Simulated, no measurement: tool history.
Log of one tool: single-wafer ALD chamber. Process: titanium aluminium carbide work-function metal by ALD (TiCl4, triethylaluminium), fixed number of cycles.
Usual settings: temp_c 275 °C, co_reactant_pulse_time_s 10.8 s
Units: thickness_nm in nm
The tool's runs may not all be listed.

run	day	temp_c	co_reactant_pulse_time_s	read-back reference wafer on the same gauge, thickness_nm	thickness_nm
1	0	275	10.8	2.251	1.778
2	0.271	275	10.8	2.25	1.781
3	0.979	275	10.8	2.251	1.781
4	1.683	275	10.8	2.252	1.786
5	2.329	275	10.8	2.249	1.772
6	3	275	10.8	2.252	1.754
7	3.425	275	10.8	2.248	1.768
8	3.708	281	10.8	2.249	1.81
# day 4.308: thermocouple changed; heater temperature recalibrated
9	4.329	281	10.8	2.249	1.805
10	4.767	281	10.8	2.25	1.802
11	5.104	286	7.42	2.251	1.404
12	5.392	260	9.48	2.251	1.536
# day 5.825: triethylaluminium bottle replaced
13	5.854	267	13.84	2.252	1.877
# day 5.879: gauge calibrated
# day 6.629: showerhead replaced, of another model than before
14	7.583	275	10.8	2.249	1.893
15	8.321	261	8.09	2.252	1.699
16	8.8	275	10.8	2.252	1.908
17	9.312	269	8.63	2.253	1.793
18	9.975	275	14.27	2.25	1.951
19	10.258	289	10.8	2.252	2.009
20	10.888	275	10.8	2.251	1.897
21	11.321	275	10.8	2.252	1.898
22	11.604	275	10.8	2.25	1.905
23	11.871	269	6.98	2.252	1.654

3 ways to go on from here, each from the tool as it stands after run 23. What would each give?
A	11.888	275	10.8	?	?
B	11.888	281	11.88	?	?
C	11.888	275	13.23	?	?

run	read-back reference wafer on the same gauge, thickness_nm	thickness_nm
A	2.252	1.914
B	2.252	1.983
C	2.252	1.951
Without the tool's hidden state the same runs would have given:
run	thickness_nm
A	1.927
B	1.993
C	1.957

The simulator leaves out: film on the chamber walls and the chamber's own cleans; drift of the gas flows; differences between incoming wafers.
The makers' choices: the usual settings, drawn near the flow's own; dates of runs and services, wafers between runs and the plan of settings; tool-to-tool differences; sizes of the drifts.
